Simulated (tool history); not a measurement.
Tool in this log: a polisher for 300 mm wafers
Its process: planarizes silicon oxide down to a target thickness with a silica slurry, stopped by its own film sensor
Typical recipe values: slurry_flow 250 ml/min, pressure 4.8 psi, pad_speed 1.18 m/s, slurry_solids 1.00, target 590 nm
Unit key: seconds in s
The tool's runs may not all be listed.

run,day,slurry_flow,pressure,pad_speed,slurry_solids,target,wafers since the last listed run,wafers polished on this pad,hours since the slurry nozzle was cleaned,hours since the head pressure was calibrated,hours since the slurry blender was calibrated,hours since the conditioning disc was replaced,"incoming thickness of the incoming film, nm",seconds
1,0.000,250,4.8,1.18,1.00,590,0,237,171.3,372.2,65.1,124.4,914.3,92.7
2,1.488,250,4.8,1.18,1.00,590,334,572,207.0,407.9,100.8,160.1,920.2,93.9
3,2.729,250,4.8,1.18,1.00,590,279,851,236.8,437.7,130.6,189.9,918.8,98.7
4,3.417,250,4.8,1.18,1.00,590,154,1006,253.3,454.2,147.1,206.4,926.3,98.5
# day 3.846: conditioning disc replaced and pad reconditioned
5,4.129,250,4.8,1.18,0.85,590,141,1147,270.4,471.3,164.2,6.8,933.2,110.9
6,4.758,220,4.8,1.30,1.00,590,141,1289,285.5,486.4,179.3,21.9,935.1,96.5
7,5.467,295,6.3,1.52,1.25,590,159,1448,302.5,503.4,196.3,38.9,916.0,55.2
# day 6.375: slurry blender recalibrated
8,6.712,250,4.8,1.18,1.00,590,261,1709,332.4,533.3,8.1,68.8,921.5,88.9
9,7.750,295,4.1,1.56,1.00,590,233,1943,357.3,558.2,33.0,93.7,923.1,85.1
10,8.288,215,5.4,0.90,1.00,590,120,2064,370.2,571.1,45.9,106.6,931.2,103.6
# day 9.204: head pressure recalibrated
# day 9.604: worn pad replaced by a new one
11,12.017,250,4.8,1.18,1.00,590,782,542,459.7,67.5,135.4,196.1,932.8,98.8
# day 12.333: slurry nozzle cleaned
12,12.775,250,6.0,1.18,1.00,494,161,703,10.6,85.7,153.6,214.3,922.2,100.9
# day 13.158: conditioning disc replaced and pad reconditioned
13,14.758,250,4.8,1.18,0.80,590,427,1130,58.2,133.3,201.2,38.4,909.9,104.4

The next listed run, before its measurement:
# day 17.296: slurry blender recalibrated
14,18.671,250,4.8,1.38,0.85,590,861,1991,152.1,227.2,33.0,132.3,919.6,?

{"run 14": {"seconds": 85.9}}
Minus the tool's unlogged condition, the same run would have read seconds 82.1 s.

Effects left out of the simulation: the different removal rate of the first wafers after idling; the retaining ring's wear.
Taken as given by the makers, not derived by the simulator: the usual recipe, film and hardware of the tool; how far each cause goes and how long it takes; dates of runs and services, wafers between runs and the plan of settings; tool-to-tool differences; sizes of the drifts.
